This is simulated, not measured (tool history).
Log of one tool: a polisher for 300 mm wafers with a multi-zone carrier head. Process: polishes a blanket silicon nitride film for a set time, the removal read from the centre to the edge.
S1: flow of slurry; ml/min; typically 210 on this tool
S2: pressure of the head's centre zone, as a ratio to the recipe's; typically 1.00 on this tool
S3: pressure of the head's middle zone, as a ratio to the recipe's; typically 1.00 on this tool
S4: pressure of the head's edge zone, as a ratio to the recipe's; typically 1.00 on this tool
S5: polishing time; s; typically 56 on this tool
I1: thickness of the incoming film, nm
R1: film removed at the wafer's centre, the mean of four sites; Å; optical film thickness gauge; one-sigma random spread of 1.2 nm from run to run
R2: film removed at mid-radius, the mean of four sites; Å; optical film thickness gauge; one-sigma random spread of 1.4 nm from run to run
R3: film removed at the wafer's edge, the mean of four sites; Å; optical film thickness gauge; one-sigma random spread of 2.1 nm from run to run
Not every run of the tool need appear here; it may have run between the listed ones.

{"run": 1, "hour": 0.0, "S1": 210, "S2": 1.0, "S3": 1.0, "S4": 1.0, "S5": 60, "I1": 539.9, "R1": 1583, "R2": 1576, "R3": 1513}
{"hour": 81.5, "done": "slurry nozzle cleaned"}
{"run": 2, "hour": 89.1, "S1": 210, "S2": 1.0, "S3": 1.0, "S4": 1.0, "S5": 56, "I1": 535.6, "R1": 1456, "R2": 1505, "R3": 1480}
{"hour": 149.0, "done": "worn pad replaced by a new one"}
{"run": 3, "hour": 158.5, "S1": 210, "S2": 1.0, "S3": 1.0, "S4": 1.0, "S5": 65, "I1": 529.3, "R1": 1687, "R2": 1698, "R3": 1649}
{"run": 4, "hour": 246.8, "S1": 210, "S2": 1.0, "S3": 1.0, "S4": 1.0, "S5": 56, "I1": 529.8, "R1": 1456, "R2": 1481, "R3": 1472}
{"run": 5, "hour": 285.7, "S1": 210, "S2": 1.0, "S3": 1.0, "S4": 1.0, "S5": 67, "I1": 539.2, "R1": 1743, "R2": 1726, "R3": 1697}
{"run": 6, "hour": 354.7, "S1": 210, "S2": 1.0, "S3": 1.0, "S4": 1.0, "S5": 56, "I1": 532.2, "R1": 1435, "R2": 1458, "R3": 1416}
{"run": 7, "hour": 397.3, "S1": 260, "S2": 1.0, "S3": 1.04, "S4": 0.91, "S5": 56, "I1": 530.0, "R1": 1496, "R2": 1545, "R3": 1414}
{"run": 8, "hour": 481.4, "S1": 250, "S2": 1.0, "S3": 0.9, "S4": 0.94, "S5": 68, "I1": 532.7, "R1": 1819, "R2": 1650, "R3": 1713}
{"hour": 522.7, "done": "worn pad replaced by a new one"}
{"hour": 531.9, "done": "slurry nozzle cleaned"}
{"run": 9, "hour": 585.8, "S1": 210, "S2": 1.0, "S3": 1.0, "S4": 1.0, "S5": 56, "I1": 518.4, "R1": 1474, "R2": 1477, "R3": 1431}
{"run": 10, "hour": 675.4, "S1": 210, "S2": 1.0, "S3": 1.0, "S4": 1.0, "S5": 56, "I1": 524.8, "R1": 1463, "R2": 1474, "R3": 1447}
{"hour": 713.9, "done": "carrier head's membrane replaced by a new one"}
{"run": 11, "hour": 737.6, "S1": 170, "S2": 0.9, "S3": 0.88, "S4": 1.0, "S5": 56, "I1": 534.2, "R1": 1261, "R2": 1287, "R3": 1402}
{"run": 12, "hour": 808.2, "S1": 210, "S2": 0.93, "S3": 1.0, "S4": 1.0, "S5": 56, "I1": 530.2, "R1": 1370, "R2": 1473, "R3": 1425}
{"run": 13, "hour": 863.2, "S1": 210, "S2": 1.0, "S3": 1.0, "S4": 1.0, "S5": 56, "I1": 529.3, "R1": 1450, "R2": 1485, "R3": 1415}
{"hour": 916.3, "done": "worn pad replaced by a new one"}
{"hour": 919.9, "done": "edge zone pressure recalibrated"}
{"hour": 921.5, "done": "slurry nozzle cleaned"}
{"run": 14, "hour": 944.6, "S1": 210, "S2": 1.0, "S3": 1.0, "S4": 1.0, "S5": 56, "I1": 538.9, "R1": 1463, "R2": 1449, "R3": 1440}
{"run": 15, "hour": 997.2, "S1": 270, "S2": 1.0, "S3": 1.0, "S4": 1.0, "S5": 56, "I1": 529.3, "R1": 1507, "R2": 1503, "R3": 1470}
{"run": 16, "hour": 1098.0, "S1": 160, "S2": 1.0, "S3": 1.0, "S4": 1.0, "S5": 56, "I1": 529.4, "R1": 1386, "R2": 1393, "R3": 1397}
{"run": 17, "hour": 1169.5, "S1": 190, "S2": 1.0, "S3": 0.96, "S4": 1.05, "S5": 56, "I1": 534.6, "R1": 1417, "R2": 1406, "R3": 1487}
{"run": 18, "hour": 1273.9, "S1": 210, "S2": 0.94, "S3": 1.09, "S4": 0.88, "S5": 62, "I1": 538.6, "R1": 1513, "R2": 1737, "R3": 1497}
{"hour": 1307.7, "done": "centre zone pressure recalibrated"}
{"run": 19, "hour": 1336.1, "S1": 210, "S2": 1.0, "S3": 1.11, "S4": 1.0, "S5": 56, "I1": 536.1, "R1": 1459, "R2": 1593, "R3": 1448}
{"run": 20, "hour": 1394.7, "S1": 210, "S2": 1.0, "S3": 1.0, "S4": 1.0, "S5": 56, "I1": 535.0, "R1": 1454, "R2": 1463, "R3": 1439}
{"hour": 1397.0, "done": "slurry nozzle cleaned"}
{"hour": 1408.4, "done": "worn pad replaced by a new one"}
{"run": 21, "hour": 1470.5, "S1": 210, "S2": 1.0, "S3": 1.0, "S4": 1.0, "S5": 64, "I1": 528.7, "R1": 1640, "R2": 1661, "R3": 1649}

Forecast each of these 5 alternatives for the next run:
{"run": "A", "hour": 1470.9, "S1": 210, "S2": 1.0, "S3": 1.0, "S4": 1.0, "S5": 56, "I1": 527.8, "R1": "?", "R2": "?", "R3": "?"}
{"run": "B", "hour": 1470.9, "S1": 210, "S2": 0.9, "S3": 1.0, "S4": 1.11, "S5": 56, "I1": 527.8, "R1": "?", "R2": "?", "R3": "?"}
{"run": "C", "hour": 1470.9, "S1": 190, "S2": 1.0, "S3": 0.95, "S4": 1.0, "S5": 42, "I1": 527.8, "R1": "?", "R2": "?", "R3": "?"}
{"run": "D", "hour": 1470.9, "S1": 170, "S2": 1.0, "S3": 1.0, "S4": 1.0, "S5": 56, "I1": 527.8, "R1": "?", "R2": "?", "R3": "?"}
{"run": "E", "hour": 1470.9, "S1": 165, "S2": 1.0, "S3": 1.0, "S4": 1.0, "S5": 49, "I1": 527.8, "R1": "?", "R2": "?", "R3": "?"}

run=A R1=1460 R2=1462 R3=1428
run=B R1=1323 R2=1462 R3=1504
run=C R1=1075 R2=1036 R3=1059
run=D R1=1402 R2=1409 R3=1390
run=E R1=1218 R2=1226 R3=1211
Without the tool's hidden state the same runs would have given:
run=A R1=1460 R2=1462 R3=1428
run=B R1=1323 R2=1462 R3=1504
run=C R1=1075 R2=1036 R3=1059
run=D R1=1402 R2=1409 R3=1390
run=E R1=1218 R2=1226 R3=1211
